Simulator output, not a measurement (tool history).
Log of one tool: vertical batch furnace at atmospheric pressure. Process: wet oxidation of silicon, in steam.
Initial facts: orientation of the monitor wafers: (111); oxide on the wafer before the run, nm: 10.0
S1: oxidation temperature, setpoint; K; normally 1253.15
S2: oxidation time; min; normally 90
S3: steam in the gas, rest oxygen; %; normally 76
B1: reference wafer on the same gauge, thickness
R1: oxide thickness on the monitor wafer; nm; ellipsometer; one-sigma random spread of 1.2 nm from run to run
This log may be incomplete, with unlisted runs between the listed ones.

{"run": 1, "hour": 0.0, "S1": 1253.15, "S2": 90, "S3": 76, "B1": 438.83, "R1": 440.67}
{"run": 2, "hour": 9.7, "S1": 1253.15, "S2": 90, "S3": 76, "B1": 438.81, "R1": 439.21}
{"run": 3, "hour": 20.8, "S1": 1253.15, "S2": 90, "S3": 76, "B1": 438.96, "R1": 440.89}
{"run": 4, "hour": 28.7, "S1": 1253.15, "S2": 90, "S3": 76, "B1": 438.54, "R1": 439.56}
{"run": 5, "hour": 37.0, "S1": 1253.15, "S2": 90, "S3": 76, "B1": 438.18, "R1": 441.61}
{"run": 6, "hour": 50.8, "S1": 1253.15, "S2": 90, "S3": 76, "B1": 438.97, "R1": 441.31}
{"run": 7, "hour": 61.6, "S1": 1235.15, "S2": 90, "S3": 76, "B1": 438.67, "R1": 394.09}
{"run": 8, "hour": 75.3, "S1": 1235.15, "S2": 90, "S3": 76, "B1": 438.59, "R1": 393.17}
{"run": 9, "hour": 91.7, "S1": 1253.15, "S2": 90, "S3": 76, "B1": 438.59, "R1": 441.04}
{"run": 10, "hour": 105.9, "S1": 1253.15, "S2": 90, "S3": 76, "B1": 439.11, "R1": 440.69}
{"run": 11, "hour": 113.0, "S1": 1253.15, "S2": 90, "S3": 76, "B1": 438.87, "R1": 441.73}
{"hour": 145.0, "done": "thermocouples replaced and temperature profile calibrated"}
{"run": 12, "hour": 145.5, "S1": 1253.15, "S2": 90, "S3": 76, "B1": 438.61, "R1": 439.93}
{"run": 13, "hour": 158.8, "S1": 1253.15, "S2": 90, "S3": 76, "B1": 438.43, "R1": 439.42}
{"hour": 182.9, "done": "steam generator serviced"}
{"run": 14, "hour": 183.4, "S1": 1253.15, "S2": 90, "S3": 76, "B1": 439.7, "R1": 441.62}
{"run": 15, "hour": 189.6, "S1": 1242.15, "S2": 90, "S3": 76, "B1": 439.29, "R1": 412.3}
{"run": 16, "hour": 207.6, "S1": 1234.15, "S2": 123.5, "S3": 71, "B1": 439.15, "R1": 458.42}
{"run": 17, "hour": 217.3, "S1": 1234.15, "S2": 45.5, "S3": 69, "B1": 439.31, "R1": 230.22}
{"run": 18, "hour": 233.7, "S1": 1266.15, "S2": 105.5, "S3": 81, "B1": 438.96, "R1": 542.48}
{"run": 19, "hour": 248.5, "S1": 1268.15, "S2": 132.5, "S3": 86, "B1": 438.96, "R1": 648.92}
{"run": 20, "hour": 256.9, "S1": 1276.15, "S2": 129, "S3": 87, "B1": 438.75, "R1": 666.46}
{"hour": 274.4, "done": "gauge calibrated"}
{"run": 21, "hour": 274.5, "S1": 1253.15, "S2": 58.5, "S3": 76, "B1": 438.32, "R1": 332.21}
{"run": 22, "hour": 285.5, "S1": 1253.15, "S2": 90, "S3": 76, "B1": 439.21, "R1": 439.54}
{"run": 23, "hour": 297.3, "S1": 1253.15, "S2": 50, "S3": 64, "B1": 438.95, "R1": 267.38}
{"run": 24, "hour": 313.5, "S1": 1271.15, "S2": 90, "S3": 67, "B1": 439.23, "R1": 450.35}
{"run": 25, "hour": 330.1, "S1": 1253.15, "S2": 90, "S3": 76, "B1": 439.54, "R1": 438.84}
{"run": 26, "hour": 347.8, "S1": 1253.15, "S2": 90, "S3": 76, "B1": 438.34, "R1": 438.86}
{"run": 27, "hour": 396.4, "S1": 1260.15, "S2": 102.5, "S3": 69, "B1": 439.19, "R1": 467.81}
{"run": 28, "hour": 412.5, "S1": 1253.15, "S2": 90, "S3": 80, "B1": 438.84, "R1": 454.71}
{"run": 29, "hour": 426.3, "S1": 1253.15, "S2": 135, "S3": 76, "B1": 439.24, "R1": 566.93}

3 options for the next run, each taken on its own from the tool as it stands now. Forecast them:
{"run": "A", "hour": 430.9, "S1": 1253.15, "S2": 90, "S3": 76, "B1": "?", "R1": "?"}
{"run": "B", "hour": 430.9, "S1": 1253.15, "S2": 90, "S3": 68, "B1": "?", "R1": "?"}
{"run": "C", "hour": 430.9, "S1": 1253.15, "S2": 90, "S3": 88, "B1": "?", "R1": "?"}

run=A B1=439.15 R1=440.77
run=B B1=439.15 R1=410.98
run=C B1=439.15 R1=482.86
Had the tool no hidden state, the same runs would have come out as:
run=A R1=440.77
run=B R1=410.98
run=C R1=482.86
